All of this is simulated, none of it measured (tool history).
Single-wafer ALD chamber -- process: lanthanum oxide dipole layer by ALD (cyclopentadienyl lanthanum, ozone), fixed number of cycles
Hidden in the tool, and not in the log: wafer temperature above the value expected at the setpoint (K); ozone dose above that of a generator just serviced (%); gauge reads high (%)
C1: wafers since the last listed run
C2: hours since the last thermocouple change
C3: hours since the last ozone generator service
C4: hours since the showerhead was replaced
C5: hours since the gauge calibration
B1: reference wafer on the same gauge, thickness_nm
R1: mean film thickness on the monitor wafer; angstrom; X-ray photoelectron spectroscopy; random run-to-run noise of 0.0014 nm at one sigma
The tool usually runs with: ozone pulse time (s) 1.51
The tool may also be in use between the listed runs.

Run 1, hour 0: usual settings; C1 0; C2 1350.9; C3 698.3; C4 2462.6; C5 361.1; B1 0.434. Result: R1 5.11 angstrom.
Run 2, hour 51.3: usual settings; C1 551; C2 1402.2; C3 749.6; C4 2513.9; C5 412.4; B1 0.434. Result: R1 5.13 angstrom.
Run 3, hour 234.3: usual settings; C1 1968; C2 1585.2; C3 932.6; C4 2696.9; C5 595.4; B1 0.434. Result: R1 5.09 angstrom.
Run 4, hour 278.9: usual settings; C1 479; C2 1629.8; C3 977.2; C4 2741.5; C5 640; B1 0.434. Result: R1 5.08 angstrom.
Run 5, hour 331.7: usual settings; C1 567; C2 1682.6; C3 1030; C4 2794.3; C5 692.8; B1 0.434. Result: R1 5.07 angstrom.
Run 6, hour 376.1: usual settings but ozone pulse time (s) 1.38; C1 477; C2 1727; C3 1074.4; C4 2838.7; C5 737.2; B1 0.435. Result: R1 4.94 angstrom.
Run 7, hour 446.2: usual settings but ozone pulse time (s) 1.38; C1 754; C2 1797.1; C3 1144.5; C4 2908.8; C5 807.3; B1 0.434. Result: R1 4.93 angstrom.
Run 8, hour 478.9: usual settings but ozone pulse time (s) 1.06; C1 351; C2 1829.8; C3 1177.2; C4 2941.5; C5 840; B1 0.434. Result: R1 4.49 angstrom.
Run 9, hour 518.9: usual settings; C1 430; C2 1869.8; C3 1217.2; C4 2981.5; C5 880; B1 0.434. Result: R1 5.03 angstrom.
At hour 546.4: gauge calibrated.
Run 10, hour 558.8: usual settings; C1 429; C2 1909.7; C3 1257.1; C4 3021.4; C5 12.4; B1 0.434. Result: R1 5.01 angstrom.
At hour 574.5: ozone generator serviced.
Run 11, hour 604.2: usual settings but ozone pulse time (s) 1.2; C1 402; C2 1955.1; C3 29.7; C4 3066.8; C5 57.8; B1 0.434. Result: R1 4.85 angstrom.
Run 12, hour 655.5: usual settings but ozone pulse time (s) 1; C1 551; C2 2006.4; C3 81; C4 3118.1; C5 109.1; B1 0.434. Result: R1 4.53 angstrom.
Run 13, hour 715.3: usual settings but ozone pulse time (s) 1.02; C1 643; C2 2066.2; C3 140.8; C4 3177.9; C5 168.9; B1 0.434. Result: R1 4.57 angstrom.
Run 14, hour 754: usual settings but ozone pulse time (s) 1.76; C1 416; C2 2104.9; C3 179.5; C4 3216.6; C5 207.6; B1 0.434. Result: R1 5.25 angstrom.
At hour 777.2: showerhead replaced.
At hour 798.8: thermocouple changed; heater temperature recalibrated.
Run 15, hour 804.7: usual settings but ozone pulse time (s) 1.09; C1 373; C2 5.9; C3 230.2; C4 27.5; C5 258.3; B1 0.434. Result: R1 4.69 angstrom.
Run 16, hour 849.9: usual settings but ozone pulse time (s) 1.08; C1 486; C2 51.1; C3 275.4; C4 72.7; C5 303.5; B1 0.434. Result: R1 4.67 angstrom.
Run 17, hour 908.5: usual settings but ozone pulse time (s) 1.24; C1 630; C2 109.7; C3 334; C4 131.3; C5 362.1; B1 0.434. Result: R1 4.87 angstrom.
Run 18, hour 952.9: usual settings but ozone pulse time (s) 1.08; C1 477; C2 154.1; C3 378.4; C4 175.7; C5 406.5; B1 0.434. Result: R1 4.62 angstrom.
Run 19, hour 1015.7: usual settings but ozone pulse time (s) 1.9; C1 675; C2 216.9; C3 441.2; C4 238.5; C5 469.3; B1 0.434. Result: R1 5.29 angstrom.
Run 20, hour 1059: usual settings; C1 465; C2 260.2; C3 484.5; C4 281.8; C5 512.6; B1 0.434. Result: R1 5.11 angstrom.
Run 21, hour 1128: usual settings; C1 742; C2 329.2; C3 553.5; C4 350.8; C5 581.6; B1 0.434. Result: R1 5.09 angstrom.

Below, each run's measurement less what the same run would have read without the hidden state. Both values contain the same run-to-run variation, but the gauge's scatter may not be the same in both:
run     R1
  1  -0.05
  2  -0.05
  3  -0.07
  4  -0.08
  5  -0.09
  6  -0.12
  7  -0.14
  8  -0.21
  9  -0.13
 10  -0.14
 11  -0.04
 12  -0.06
 13  -0.05
 14  -0.02
 15  -0.05
 16  -0.06
 17  -0.05
 18  -0.07
 19  -0.02
 20  -0.05
 21  -0.05

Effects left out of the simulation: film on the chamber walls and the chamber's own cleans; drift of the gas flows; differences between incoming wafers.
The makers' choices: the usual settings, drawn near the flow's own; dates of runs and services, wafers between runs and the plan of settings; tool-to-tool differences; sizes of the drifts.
